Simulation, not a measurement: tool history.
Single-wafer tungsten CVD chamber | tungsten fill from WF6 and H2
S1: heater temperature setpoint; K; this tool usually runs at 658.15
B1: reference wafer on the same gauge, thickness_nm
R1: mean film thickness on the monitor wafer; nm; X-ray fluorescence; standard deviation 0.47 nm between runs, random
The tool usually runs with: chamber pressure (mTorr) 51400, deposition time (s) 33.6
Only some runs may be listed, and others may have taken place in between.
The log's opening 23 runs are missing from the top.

{"hour": 771.7, "done": "capacitance manometer re-zeroed and calibrated"}
{"run": 24, "hour": 772.2, "S1": 646.15, "chamber pressure (mTorr)": 56300, "deposition time (s)": 33.6, "B1": 102.046, "R1": 80.772}
{"run": 25, "hour": 786.5, "S1": 658.15, "chamber pressure (mTorr)": 51400, "deposition time (s)": 33.6, "B1": 102.072, "R1": 101.231}
{"run": 26, "hour": 872.0, "S1": 658.15, "chamber pressure (mTorr)": 51400, "deposition time (s)": 33.6, "B1": 102.045, "R1": 102.504}
{"run": 27, "hour": 906.6, "S1": 646.15, "chamber pressure (mTorr)": 51400, "deposition time (s)": 33.6, "B1": 101.919, "R1": 77.311}
{"run": 28, "hour": 940.2, "S1": 658.15, "chamber pressure (mTorr)": 43500, "deposition time (s)": 35.5, "B1": 101.875, "R1": 100.183}
{"run": 29, "hour": 963.7, "S1": 658.15, "chamber pressure (mTorr)": 63500, "deposition time (s)": 31.6, "B1": 102.01, "R1": 104.425}
{"run": 30, "hour": 991.3, "S1": 649.15, "chamber pressure (mTorr)": 44600, "deposition time (s)": 33.6, "B1": 102.063, "R1": 77.311}
{"run": 31, "hour": 1003.8, "S1": 662.15, "chamber pressure (mTorr)": 38700, "deposition time (s)": 30.0, "B1": 102.174, "R1": 87.304}
{"run": 32, "hour": 1029.9, "S1": 658.15, "chamber pressure (mTorr)": 43500, "deposition time (s)": 35.5, "B1": 102.069, "R1": 100.458}
{"run": 33, "hour": 1049.1, "S1": 658.15, "chamber pressure (mTorr)": 51400, "deposition time (s)": 33.6, "B1": 102.123, "R1": 101.888}
{"run": 34, "hour": 1070.6, "S1": 658.15, "chamber pressure (mTorr)": 63500, "deposition time (s)": 33.6, "B1": 102.17, "R1": 112.294}
{"run": 35, "hour": 1095.9, "S1": 668.15, "chamber pressure (mTorr)": 60400, "deposition time (s)": 27.5, "B1": 102.1, "R1": 112.325}

Forecast each of these 3 alternatives for the next run:
{"run": "A", "hour": 1096.3, "S1": 658.15, "chamber pressure (mTorr)": 61500, "deposition time (s)": 33.6, "B1": "?", "R1": "?"}
{"run": "B", "hour": 1096.3, "S1": 648.15, "chamber pressure (mTorr)": 41100, "deposition time (s)": 38.5, "B1": "?", "R1": "?"}
{"run": "C", "hour": 1096.3, "S1": 662.15, "chamber pressure (mTorr)": 55100, "deposition time (s)": 33.6, "B1": "?", "R1": "?"}

run=A B1=101.917 R1=109.479
run=B B1=101.917 R1=83.358
run=C B1=101.917 R1=114.126
With no hidden state in the tool, these same runs would have given:
run=A R1=107.830
run=B R1=82.041
run=C R1=112.447

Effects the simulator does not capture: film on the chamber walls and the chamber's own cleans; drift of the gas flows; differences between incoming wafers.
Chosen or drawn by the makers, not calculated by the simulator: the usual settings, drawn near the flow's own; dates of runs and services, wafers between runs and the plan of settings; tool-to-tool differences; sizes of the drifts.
